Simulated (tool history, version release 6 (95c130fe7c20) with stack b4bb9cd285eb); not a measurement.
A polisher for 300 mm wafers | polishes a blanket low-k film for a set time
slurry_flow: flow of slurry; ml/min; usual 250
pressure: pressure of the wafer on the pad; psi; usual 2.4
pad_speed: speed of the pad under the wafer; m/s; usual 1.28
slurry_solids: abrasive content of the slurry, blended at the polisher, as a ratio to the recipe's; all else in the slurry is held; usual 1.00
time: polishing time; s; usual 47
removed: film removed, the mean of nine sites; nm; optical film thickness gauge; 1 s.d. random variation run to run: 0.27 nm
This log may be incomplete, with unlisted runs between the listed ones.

run	hour	slurry_flow	pressure	pad_speed	slurry_solids	time	wafers since the last listed run	wafers polished on this pad	hours since the slurry nozzle was cleaned	hours since the head pressure was calibrated	hours since the slurry blender was calibrated	hours since the conditioning disc was replaced	incoming thickness of the incoming film, nm	removed
1	0.0	250	2.4	1.28	1.00	47	0	977	224.5	829.5	114.4	69.3	596.3	21.9
# hour 5.6: worn pad replaced by a new one
2	13.7	250	2.4	1.28	1.00	47	149	125	238.2	843.2	128.1	83.0	590.4	21.9
3	30.4	250	2.4	1.28	1.10	47	256	381	254.9	859.9	144.8	99.7	592.6	22.3
4	37.7	250	2.4	1.28	1.00	47	112	494	262.2	867.2	152.1	107.0	594.2	21.5
5	49.5	250	2.4	1.28	1.00	47	181	675	274.0	879.0	163.9	118.8	593.6	21.4
# hour 57.9: slurry blender recalibrated
6	60.4	250	2.4	1.28	1.00	47	136	812	284.9	889.9	2.5	129.7	594.6	22.2
# hour 71.2: worn pad replaced by a new one
7	73.7	250	2.4	1.28	1.00	47	143	37	298.2	903.2	15.8	143.0	583.0	21.8
8	89.7	250	3.0	1.28	1.00	47	246	283	314.2	919.2	31.8	159.0	584.5	26.2
9	106.7	250	3.0	1.28	1.00	47	261	545	331.2	936.2	48.8	176.0	588.8	26.3
10	120.6	250	2.4	1.56	1.00	47	213	759	345.1	950.1	62.7	189.9	587.0	25.3
# hour 129.7: slurry nozzle cleaned
# hour 138.5: head pressure recalibrated
# hour 141.8: worn pad replaced by a new one
11	142.3	250	2.4	1.28	1.00	47	235	7	12.6	3.8	84.4	211.6	579.8	23.1
12	145.7	250	2.4	1.28	1.00	47	52	59	16.0	7.2	87.8	215.0	581.7	22.6
13	151.9	250	2.4	1.04	0.80	47	95	154	22.2	13.4	94.0	221.2	602.3	17.5
14	160.1	275	2.9	1.08	1.00	55	126	280	30.4	21.6	102.2	229.4	592.6	27.2
15	168.6	250	2.4	1.28	1.00	47	130	411	38.9	30.1	110.7	237.9	592.1	22.4
16	177.5	250	1.7	1.28	0.80	47	136	548	47.8	39.0	119.6	246.8	588.4	15.2
17	188.0	250	2.4	1.28	1.10	47	161	709	58.3	49.5	130.1	257.3	598.5	23.3
18	194.2	300	3.1	1.28	1.00	33	95	805	64.5	55.7	136.3	263.5	602.5	19.3
# hour 205.1: worn pad replaced by a new one
19	205.6	250	2.4	1.28	1.15	47	113	8	75.9	67.1	147.7	274.9	586.6	23.7
20	211.5	250	2.4	1.28	1.10	47	90	98	81.8	73.0	153.6	280.8	588.4	22.9
21	220.5	285	2.4	1.28	1.00	47	138	237	90.8	82.0	162.6	289.8	599.6	22.3
# hour 235.2: slurry blender recalibrated
# hour 244.8: conditioning disc replaced and pad reconditioned
# hour 267.7: worn pad replaced by a new one
22	268.2	305	2.4	1.42	0.80	32	610	8	138.5	129.7	33.0	23.4	592.8	15.4
23	284.2	180	2.4	1.46	1.00	37	246	254	154.5	145.7	49.0	39.4	583.3	19.3
24	305.7	250	2.4	1.28	1.00	31	330	584	176.0	167.2	70.5	60.9	593.6	15.1
25	315.9	250	2.4	1.28	1.00	47	156	741	186.2	177.4	80.7	71.1	584.4	22.9

Below are 5 alternative next runs, each starting from the tool's condition after run 25. Predict each:
A	316.3	250	2.4	0.94	1.00	47	6	747	186.6	177.8	81.1	71.5	600.0	?
B	316.3	250	2.1	1.28	1.00	47	6	747	186.6	177.8	81.1	71.5	600.0	?
C	316.3	250	2.1	1.00	1.00	47	6	747	186.6	177.8	81.1	71.5	600.0	?
D	316.3	175	2.1	1.28	1.00	52	6	747	186.6	177.8	81.1	71.5	600.0	?
E	316.3	250	2.4	1.28	1.30	47	6	747	186.6	177.8	81.1	71.5	600.0	?

run	removed
A	17.6
B	20.2
C	16.6
D	21.5
E	25.3
What these runs would have given with no unlogged condition in the tool:
run	removed
A	18.6
B	21.5
C	17.6
D	23.0
E	26.7
